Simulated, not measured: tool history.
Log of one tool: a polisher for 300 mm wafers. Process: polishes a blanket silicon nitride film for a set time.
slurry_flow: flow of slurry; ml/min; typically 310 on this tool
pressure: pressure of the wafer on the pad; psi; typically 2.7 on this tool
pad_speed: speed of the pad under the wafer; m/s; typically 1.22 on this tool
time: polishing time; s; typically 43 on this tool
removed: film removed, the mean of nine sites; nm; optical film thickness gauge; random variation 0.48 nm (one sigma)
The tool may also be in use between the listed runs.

run	hour	slurry_flow	pressure	pad_speed	time	incoming thickness of the incoming film, nm	removed
1	0	310	2.7	1.22	43	879.5	56.6
2	32.2	310	2.7	1.22	43	883.1	57.2
# hour 49.6: worn pad replaced by a new one
3	53.4	310	2.7	1.54	43	888	66.6
4	86.1	310	2.7	1.22	43	864.4	57
5	106.5	310	2.7	1.22	43	887.4	57.4
6	124.8	310	2.7	1.22	43	860.8	56.5
7	146.5	310	2.7	1.22	43	871.3	55.5
# hour 160.3: worn pad replaced by a new one
8	163	255	2.7	1.22	43	865	55.4
# hour 179.5: slurry nozzle cleaned
9	190.2	310	2.1	1.22	43	876.5	44.1
10	214.5	245	3.4	1.52	54	868.1	103
# hour 236: head pressure recalibrated
11	249.7	310	2.7	1.22	43	870.2	56.9
# hour 266.4: worn pad replaced by a new one
12	285.1	275	1.9	1.22	43	852.7	38.8
13	301.4	310	2.7	0.98	43	873.2	48.2
14	317.8	265	2.7	1.22	43	879.7	55.7

Below are 4 alternative next runs, each starting from the tool's condition after run 14. Predict each:
A	318.2	310	2.7	1.22	43	872.2	?
B	318.2	310	3.1	1.08	43	872.2	?
C	318.2	310	2.7	1.22	54	872.2	?
D	318.2	410	3.3	0.96	49	872.2	?

run	removed
A	56.7
B	59.8
C	71.2
D	68.2
What these runs would have given with no unlogged condition in the tool:
run	removed
A	56.7
B	59.8
C	71.2
D	68.2
